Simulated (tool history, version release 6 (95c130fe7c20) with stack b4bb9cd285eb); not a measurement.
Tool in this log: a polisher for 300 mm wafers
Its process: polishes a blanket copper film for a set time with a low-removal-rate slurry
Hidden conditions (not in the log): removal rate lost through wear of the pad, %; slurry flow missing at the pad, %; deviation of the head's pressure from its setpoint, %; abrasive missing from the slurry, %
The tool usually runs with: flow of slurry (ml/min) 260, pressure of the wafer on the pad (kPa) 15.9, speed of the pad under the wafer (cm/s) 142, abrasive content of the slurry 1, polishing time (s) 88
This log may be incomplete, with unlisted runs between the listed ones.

| run | hour | flow of slurry (ml/min) | pressure of the wafer on the pad (kPa) | speed of the pad under the wafer (cm/s) | abrasive content of the slurry | polishing time (s) | wafers since the last listed run | wafers polished on this pad | hours since the slurry nozzle was cleaned | hours since the head pressure was calibrated | hours since the slurry blender was calibrated | incoming thickness of the incoming film, nm | film removed (Å) |
|---|---|---|---|---|---|---|---|---|---|---|---|---|---|
| 1 | 0 | 260 | 15.9 | 172 | 1 | 88 | 0 | 781 | 119.6 | 1031.4 | 349.8 | 902.9 | 3325 |
| 2 | 13.9 | 260 | 15.9 | 142 | 1 | 88 | 115 | 897 | 133.5 | 1045.3 | 363.7 | 933.9 | 2873 |
|  | 17.5 | slurry blender recalibrated |
|  | 34.6 | worn pad replaced by a new one |
| 3 | 35.1 | 260 | 15.9 | 142 | 1 | 88 | 126 | 4 | 154.7 | 1066.5 | 17.6 | 939 | 3210 |
| 4 | 41.8 | 260 | 15.9 | 142 | 1 | 88 | 55 | 59 | 161.4 | 1073.2 | 24.3 | 904 | 3161 |
| 5 | 59.7 | 260 | 15.9 | 142 | 1 | 97 | 148 | 208 | 179.3 | 1091.1 | 42.2 | 924.2 | 3423 |
| 6 | 76.5 | 260 | 15.9 | 142 | 1 | 97 | 139 | 348 | 196.1 | 1107.9 | 59 | 922.3 | 3381 |
| 7 | 87.3 | 260 | 15.9 | 142 | 1 | 97 | 89 | 437 | 206.9 | 1118.7 | 69.8 | 920.1 | 3419 |
| 8 | 102.5 | 260 | 15.9 | 142 | 1 | 75 | 126 | 564 | 222.1 | 1133.9 | 85 | 922.7 | 2564 |
| 9 | 113.6 | 260 | 15.9 | 142 | 1 | 75 | 92 | 656 | 233.2 | 1145 | 96.1 | 913 | 2589 |
| 10 | 128.7 | 260 | 15.9 | 142 | 1 | 88 | 125 | 781 | 248.3 | 1160.1 | 111.2 | 910 | 2964 |
| 11 | 140.8 | 200 | 12.4 | 142 | 1 | 88 | 100 | 882 | 260.4 | 1172.2 | 123.3 | 904 | 2277 |
| 12 | 158.4 | 260 | 15.9 | 142 | 1 | 88 | 146 | 1028 | 278 | 1189.8 | 140.9 | 920 | 2943 |
| 13 | 164.4 | 260 | 15.9 | 142 | 1 | 104 | 49 | 1078 | 284 | 1195.8 | 146.9 | 918.7 | 3437 |
|  | 177.3 | worn pad replaced by a new one |
| 14 | 177.8 | 285 | 15.9 | 142 | 0.8 | 88 | 78 | 4 | 297.4 | 1209.2 | 160.3 | 922.1 | 2962 |
|  | 182.1 | head pressure recalibrated |
| 15 | 189.6 | 260 | 15.9 | 142 | 1 | 88 | 81 | 85 | 309.2 | 7.5 | 172.1 | 912.8 | 3155 |
|  | 194.7 | slurry nozzle cleaned |
| 16 | 203.6 | 260 | 10.3 | 142 | 1 | 88 | 107 | 193 | 8.9 | 21.5 | 186.1 | 919.6 | 2027 |
| 17 | 211.3 | 260 | 15.9 | 116 | 1 | 88 | 63 | 257 | 16.6 | 29.2 | 193.8 | 934.6 | 2649 |
| 18 | 222.4 | 260 | 15.9 | 142 | 1 | 88 | 92 | 350 | 27.7 | 40.3 | 204.9 | 913.5 | 3106 |
| 19 | 236.1 | 340 | 15.9 | 142 | 1 | 75 | 113 | 463 | 41.4 | 54 | 218.6 | 930.1 | 2629 |
| 20 | 246 | 220 | 15.9 | 182 | 1 | 88 | 82 | 546 | 51.3 | 63.9 | 228.5 | 917.9 | 3666 |
| 21 | 264.2 | 310 | 18.6 | 168 | 0.9 | 88 | 151 | 697 | 69.5 | 82.1 | 246.7 | 903.2 | 3857 |
| 22 | 280.6 | 260 | 15.9 | 142 | 1 | 64 | 136 | 833 | 85.9 | 98.5 | 263.1 | 933.5 | 2156 |
| 23 | 297.8 | 260 | 13.8 | 102 | 1 | 88 | 142 | 976 | 103.1 | 115.7 | 280.3 | 913.1 | 2005 |
|  | 309.5 | worn pad replaced by a new one |
| 24 | 310.5 | 260 | 15.9 | 142 | 1 | 88 | 72 | 8 | 115.8 | 128.4 | 293 | 918.7 | 3169 |
| 25 | 321.2 | 260 | 18.6 | 94 | 1 | 88 | 88 | 97 | 126.5 | 139.1 | 303.7 | 921.8 | 2714 |
| 26 | 329.5 | 260 | 13.8 | 142 | 1 | 88 | 68 | 166 | 134.8 | 147.4 | 312 | 930.9 | 2651 |
| 27 | 340.2 | 230 | 10.3 | 176 | 1 | 78 | 88 | 255 | 145.5 | 158.1 | 322.7 | 926.1 | 2083 |
| 28 | 348.2 | 260 | 15.9 | 142 | 1 | 88 | 66 | 321 | 153.5 | 166.1 | 330.7 | 927.9 | 3069 |
| 29 | 359.4 | 260 | 15.9 | 142 | 1 | 88 | 93 | 414 | 164.7 | 177.3 | 341.9 | 910.6 | 3013 |
| 30 | 375.2 | 260 | 15.9 | 142 | 0.85 | 88 | 131 | 545 | 180.5 | 193.1 | 357.7 | 921.7 | 2829 |
| 31 | 387 | 260 | 15.9 | 142 | 0.9 | 88 | 98 | 643 | 192.3 | 204.9 | 369.5 | 932.9 | 2908 |

Below, some changes in film removed (Å) between adjacent runs. For each, the amount present without the hidden state too (settings, incoming material, random variation) and the amount remaining for the hidden state with gauge scatter not shared by both compared results:
Run 2 -> 3: slurry blender recalibrated, worn pad replaced by a new one. film removed (Å) +337: hidden state +306, all else +31.
Run 13 -> 14: flow of slurry (ml/min) 260 -> 285, abrasive content of the slurry 1 -> 0.8, polishing time (s) 104 -> 88, worn pad replaced by a new one. film removed (Å) -475: hidden state +355, all else -830.
Run 15 -> 16: pressure of the wafer on the pad (kPa) 15.9 -> 10.3, slurry nozzle cleaned. film removed (Å) -1128: hidden state -7, all else -1121.
Run 21 -> 22: flow of slurry (ml/min) 310 -> 260, pressure of the wafer on the pad (kPa) 18.6 -> 15.9, speed of the pad under the wafer (cm/s) 168 -> 142, abrasive content of the slurry 0.9 -> 1, polishing time (s) 88 -> 64. film removed (Å) -1701: hidden state +88, all else -1789.
Run 23 -> 24: pressure of the wafer on the pad (kPa) 13.8 -> 15.9, speed of the pad under the wafer (cm/s) 102 -> 142, worn pad replaced by a new one. film removed (Å) +1164: hidden state +139, all else +1025.
